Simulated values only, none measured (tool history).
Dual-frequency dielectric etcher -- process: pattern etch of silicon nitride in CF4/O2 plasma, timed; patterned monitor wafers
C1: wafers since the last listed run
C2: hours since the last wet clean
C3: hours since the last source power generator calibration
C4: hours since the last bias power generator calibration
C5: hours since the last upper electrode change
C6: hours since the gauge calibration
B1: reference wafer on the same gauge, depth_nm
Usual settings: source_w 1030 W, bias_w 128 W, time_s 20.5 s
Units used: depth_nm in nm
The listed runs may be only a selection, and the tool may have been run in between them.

Run 1, hour 0: usual settings; C1 0; C2 500.1; C3 5520.7; C4 4446.9; C5 5167.7; C6 243.2; B1 69. Result: depth_nm 62.3 nm.
At hour 7.8: source power generator calibrated.
At hour 35.6: wet clean of the chamber.
Run 2, hour 36.1: usual settings; C1 146; C2 0.5; C3 28.3; C4 4483; C5 5203.8; C6 279.3; B1 69. Result: depth_nm 66 nm.
Run 3, hour 36.4: usual settings; C1 5; C2 0.8; C3 28.6; C4 4483.3; C5 5204.1; C6 279.6; B1 69. Result: depth_nm 65.8 nm.
At hour 68: upper electrode replaced.
Run 4, hour 68.5: usual settings but bias_w 121 W, time_s 17 s; C1 146; C2 32.9; C3 60.7; C4 4515.4; C5 0.5; C6 311.7; B1 69. Result: depth_nm 53.8 nm.
Run 5, hour 68.9: usual settings; C1 7; C2 33.3; C3 61.1; C4 4515.8; C5 0.9; C6 312.1; B1 69. Result: depth_nm 65.8 nm.
Run 6, hour 74.4: usual settings; C1 99; C2 38.8; C3 66.6; C4 4521.3; C5 6.4; C6 317.6; B1 69. Result: depth_nm 65.8 nm.
Run 7, hour 80.6: usual settings; C1 112; C2 45; C3 72.8; C4 4527.5; C5 12.6; C6 323.8; B1 68.9. Result: depth_nm 65.5 nm.
Run 8, hour 90.7: usual settings but bias_w 142 W; C1 182; C2 55.1; C3 82.9; C4 4537.6; C5 22.7; C6 333.9; B1 69. Result: depth_nm 66.9 nm.
At hour 125.4: wet clean of the chamber, repeated, since the last time left the tool worse.
Run 9, hour 125.9: usual settings but time_s 24 s; C1 202; C2 0.5; C3 118.1; C4 4572.8; C5 57.9; C6 369.1; B1 69. Result: depth_nm 74.8 nm.
Run 10, hour 126.3: usual settings but time_s 24 s; C1 7; C2 0.9; C3 118.5; C4 4573.2; C5 58.3; C6 369.5; B1 69. Result: depth_nm 74.4 nm.
Run 11, hour 133.6: usual settings; C1 132; C2 8.2; C3 125.8; C4 4580.5; C5 65.6; C6 376.8; B1 68.9. Result: depth_nm 63.5 nm.
Run 12, hour 140.2: usual settings but time_s 22.5 s; C1 119; C2 14.8; C3 132.4; C4 4587.1; C5 72.2; C6 383.4; B1 69. Result: depth_nm 69.3 nm.
Run 13, hour 152.7: usual settings but source_w 1100 W, time_s 22.5 s; C1 226; C2 27.3; C3 144.9; C4 4599.6; C5 84.7; C6 395.9; B1 69. Result: depth_nm 72.4 nm.
At hour 162.3: bias power generator calibrated.
Run 14, hour 167.6: usual settings; C1 197; C2 42.2; C3 159.8; C4 5.3; C5 99.6; C6 410.8; B1 69. Result: depth_nm 63.1 nm.
Run 15, hour 184.5: usual settings but bias_w 100 W; C1 305; C2 59.1; C3 176.7; C4 22.2; C5 116.5; C6 427.7; B1 68.9. Result: depth_nm 60.2 nm.
Run 16, hour 199.8: usual settings; C1 276; C2 74.4; C3 192; C4 37.5; C5 131.8; C6 443; B1 69. Result: depth_nm 63.4 nm.
Run 17, hour 209.7: usual settings; C1 179; C2 84.3; C3 201.9; C4 47.4; C5 141.7; C6 452.9; B1 69. Result: depth_nm 63.4 nm.
Run 18, hour 225.6: usual settings but source_w 1160 W; C1 287; C2 100.2; C3 217.8; C4 63.3; C5 157.6; C6 468.8; B1 69. Result: depth_nm 67.8 nm.
At hour 225.7: gauge calibrated.
Run 19, hour 243.1: usual settings but source_w 1220 W, bias_w 155 W, time_s 16 s; C1 316; C2 117.7; C3 235.3; C4 80.8; C5 175.1; C6 17.4; B1 69. Result: depth_nm 56.7 nm.
Run 20, hour 257.2: usual settings but bias_w 140 W; C1 255; C2 131.8; C3 249.4; C4 94.9; C5 189.2; C6 31.5; B1 69.1. Result: depth_nm 64.5 nm.
Run 21, hour 267.9: usual settings but source_w 810 W, time_s 16 s; C1 193; C2 142.5; C3 260.1; C4 105.6; C5 199.9; C6 42.2; B1 69. Result: depth_nm 43.9 nm.
Run 22, hour 280.6: usual settings; C1 229; C2 155.2; C3 272.8; C4 118.3; C5 212.6; C6 54.9; B1 69. Result: depth_nm 63.2 nm.
Run 23, hour 289.6: usual settings but source_w 870 W, bias_w 142 W, time_s 15 s; C1 162; C2 164.2; C3 281.8; C4 127.3; C5 221.6; C6 63.9; B1 69.1. Result: depth_nm 43.4 nm.
Run 24, hour 299.5: usual settings but bias_w 111 W; C1 179; C2 174.1; C3 291.7; C4 137.2; C5 231.5; C6 73.8; B1 69. Result: depth_nm 61.3 nm.
Run 25, hour 312: usual settings but bias_w 138 W, time_s 15.5 s; C1 226; C2 186.6; C3 304.2; C4 149.7; C5 244; C6 86.3; B1 69. Result: depth_nm 48.5 nm.
Run 26, hour 323.4: usual settings but bias_w 153 W, time_s 16.5 s; C1 206; C2 198; C3 315.6; C4 161.1; C5 255.4; C6 97.7; B1 69. Result: depth_nm 53 nm.
Run 27, hour 333.3: usual settings but bias_w 147 W; C1 179; C2 207.9; C3 325.5; C4 171; C5 265.3; C6 107.6; B1 68.9. Result: depth_nm 65.1 nm.
Run 28, hour 340.2: usual settings but source_w 800 W; C1 124; C2 214.8; C3 332.4; C4 177.9; C5 272.2; C6 114.5; B1 69. Result: depth_nm 55.4 nm.
Run 29, hour 357.5: usual settings; C1 313; C2 232.1; C3 349.7; C4 195.2; C5 289.5; C6 131.8; B1 69. Result: depth_nm 63.2 nm.
Run 30, hour 371.3: usual settings but source_w 1180 W, bias_w 120 W, time_s 26.5 s; C1 249; C2 245.9; C3 363.5; C4 209; C5 303.3; C6 145.6; B1 69. Result: depth_nm 86.6 nm.
Run 31, hour 380.9: usual settings; C1 173; C2 255.5; C3 373.1; C4 218.6; C5 312.9; C6 155.2; B1 69. Result: depth_nm 62.9 nm.

Run by run, hidden condition taken away, random variation retained:
What the log doesn't record here: etch rate over this chamber's usual, %; source power that arrives over what is set, %; bias power that arrives over what is set, %; gauge reads high (%).
run  depth_nm
  1      63.3
  2      63.7
  3      63.5
  4        52
  5      63.6
  6      63.6
  7      63.4
  8      64.7
  9      74.7
 10      74.2
 11      63.4
 12      69.2
 13      72.3
 14        63
 15      60.2
 16      63.4
 17      63.5
 18      67.9
 19      56.9
 20      64.7
 21        44
 22      63.5
 23      43.5
 24      61.6
 25      48.7
 26      53.2
 27      65.5
 28      55.7
 29      63.6
 30      87.2
 31      63.3
